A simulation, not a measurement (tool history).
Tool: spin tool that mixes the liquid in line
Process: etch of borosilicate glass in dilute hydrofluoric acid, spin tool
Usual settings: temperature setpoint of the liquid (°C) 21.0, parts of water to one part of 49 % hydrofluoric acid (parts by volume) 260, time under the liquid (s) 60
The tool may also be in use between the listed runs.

run     day  temperature setpoint of the liquid (°C)  parts of water to one part of 49 % hydrofluoric acid (parts by volume)  time under the liquid (s)  wafers since the last listed run  hours since the thermometer was replaced  hours since the hydrofluoric acid flow meter was replaced  hours since the gauge calibration  read-back film thickness of the borosilicate glass reference wafer, read on the same gauge (nm)  thickness taken off the borosilicate glass on a monitor wafer (Å)
  1   0.000                                     21.0                                                                     260                         60                                 0                                    1865.5                                                      642.8                              144.6                                                                                          100.009                                                              48.07
  2   1.488                                     21.0                                                                     260                         30                               484                                    1901.2                                                      678.5                              180.3                                                                                          100.017                                                              23.90
  3   2.846                                     23.5                                                                     260                         50                               442                                    1933.8                                                      711.1                              212.9                                                                                          100.005                                                              44.34
  4   4.212                                     23.5                                                                     260                         50                               444                                    1966.6                                                      743.9                              245.7                                                                                          100.014                                                              43.90
  5   5.379                                     23.5                                                                     260                         50                               379                                    1994.6                                                      771.9                              273.7                                                                                          100.007                                                              44.29
  6   6.125                                     21.0                                                                     260                         50                               242                                    2012.5                                                      789.8                              291.6                                                                                          100.018                                                              40.75
  7   6.746                                     21.0                                                                     260                         60                               202                                    2027.4                                                      804.7                              306.5                                                                                          100.034                                                              49.12
  8   8.096                                     21.0                                                                     260                         60                               439                                    2059.8                                                      837.1                              338.9                                                                                           99.989                                                              48.43
  9   8.921                                     21.0                                                                     260                         60                               268                                    2079.6                                                      856.9                              358.7                                                                                          100.018                                                              48.61
 10   9.992                                     21.0                                                                     260                         60                               348                                    2105.3                                                      882.6                              384.4                                                                                           99.995                                                              49.08
 11  10.842                                     21.0                                                                     260                         60                               276                                    2125.7                                                      903.0                              404.8                                                                                           99.998                                                              48.71
 12  13.821                                     21.0                                                                     260                         60                               969                                    2197.2                                                      974.5                              476.3                                                                                          100.034                                                              48.88
 13  14.733                                     21.0                                                                     260                         60                               297                                    2219.1                                                      996.4                              498.2                                                                                           99.989                                                              49.14
 14  15.812                                     21.0                                                                     260                         60                               351                                    2245.0                                                     1022.3                              524.1                                                                                          100.002                                                              48.65
     15.912  -- gauge calibrated
     16.846  -- hydrofluoric acid flow meter replaced
 15  17.004                                     21.0                                                                     260                         60                               374                                    2273.6                                                        3.8                               26.2                                                                                           99.983                                                              46.57
 16  17.517                                     21.0                                                                     175                         60                               166                                    2285.9                                                       16.1                               38.5                                                                                          100.027                                                              74.79
 17  18.371                                     17.0                                                                     380                         70                               278                                    2306.4                                                       36.6                               59.0                                                                                          100.029                                                              29.34
 18  19.488                                     23.5                                                                     330                         30                               363                                    2333.2                                                       63.4                               85.8                                                                                           99.973                                                              18.59
 19  20.488                                     17.0                                                                     260                         60                               325                                    2357.2                                                       87.4                              109.8                                                                                          100.035                                                              40.48
 20  21.275                                     17.5                                                                     260                         60                               256                                    2376.1                                                      106.3                              128.7                                                                                           99.995                                                              40.83
     21.533  -- thermometer replaced
 21  22.692                                     21.0                                                                     260                         95                               447                                      27.8                                                      140.3                              162.7                                                                                           99.977                                                              74.38
 22  24.104                                     21.0                                                                     260                         60                               459                                      61.7                                                      174.2                              196.6                                                                                          100.038                                                              47.31
 23  25.500                                     21.0                                                                     260                         45                               454                                      95.2                                                      207.7                              230.1                                                                                           99.981                                                              35.35
 24  26.646                                     21.0                                                                     260                         60                               373                                     122.7                                                      235.2                              257.6                                                                                           99.988                                                              47.23
 25  27.900                                     21.0                                                                     225                         80                               408                                     152.8                                                      265.3                              287.7                                                                                          100.003                                                              74.91
 26  28.821                                     18.0                                                                     140                         40                               299                                     174.9                                                      287.4                              309.8                                                                                          100.000                                                              57.99
 27  29.700                                     21.0                                                                     260                         60                               286                                     196.0                                                      308.5                              330.9                                                                                           99.990                                                              47.44
 28  30.608                                     17.0                                                                     380                         70                               295                                     217.8                                                      330.3                              352.7                                                                                           99.983                                                              29.60
 29  31.512                                     19.5                                                                     210                         60                               294                                     239.5                                                      352.0                              374.4                                                                                           99.990                                                              58.03
 30  32.483                                     18.0                                                                     140                         40                               316                                     262.8                                                      375.3                              397.7                                                                                          100.014                                                              58.78
 31  33.212                                     21.0                                                                     260                         60                               237                                     280.3                                                      392.8                              415.2                                                                                          100.013                                                              47.55

Some steps in thickness taken off the borosilicate glass on a monitor wafer (Å) between neighbouring runs. How much of each would the tool show without its hidden state too (settings, what came in, random variation), and how much is left for the hidden state, with any gauge scatter that isn't in both results?
The hidden state here: liquid hotter than its thermometer reads (K); hydrofluoric acid flow above the setpoint (%); gauge reads high (%).
Run 1 -> 2: time under the liquid (s) 60 -> 30. thickness taken off the borosilicate glass on a monitor wafer (Å) -24.17: hidden state -0.90, all else -23.27.
Run 2 -> 3: temperature setpoint of the liquid (°C) 21.0 -> 23.5, time under the liquid (s) 30 -> 50. thickness taken off the borosilicate glass on a monitor wafer (Å) +20.44: hidden state +0.94, all else +19.50.
Run 14 -> 15: gauge calibrated, hydrofluoric acid flow meter replaced. thickness taken off the borosilicate glass on a monitor wafer (Å) -2.08: hidden state -2.57, all else +0.49.
Run 16 -> 17: temperature setpoint of the liquid (°C) 21.0 -> 17.0, parts of water to one part of 49 % hydrofluoric acid (parts by volume) 175 -> 380, time under the liquid (s) 60 -> 70. thickness taken off the borosilicate glass on a monitor wafer (Å) -45.45: hidden state -0.27, all else -45.18.
Run 20 -> 21: temperature setpoint of the liquid (°C) 17.5 -> 21.0, time under the liquid (s) 60 -> 95, thermometer replaced. thickness taken off the borosilicate glass on a monitor wafer (Å) +33.55: hidden state +0.56, all else +32.99.
Run 28 -> 29: temperature setpoint of the liquid (°C) 17.0 -> 19.5, parts of water to one part of 49 % hydrofluoric acid (parts by volume) 380 -> 210, time under the liquid (s) 70 -> 60. thickness taken off the borosilicate glass on a monitor wafer (Å) +28.43: hidden state +0.69, all else +27.74.
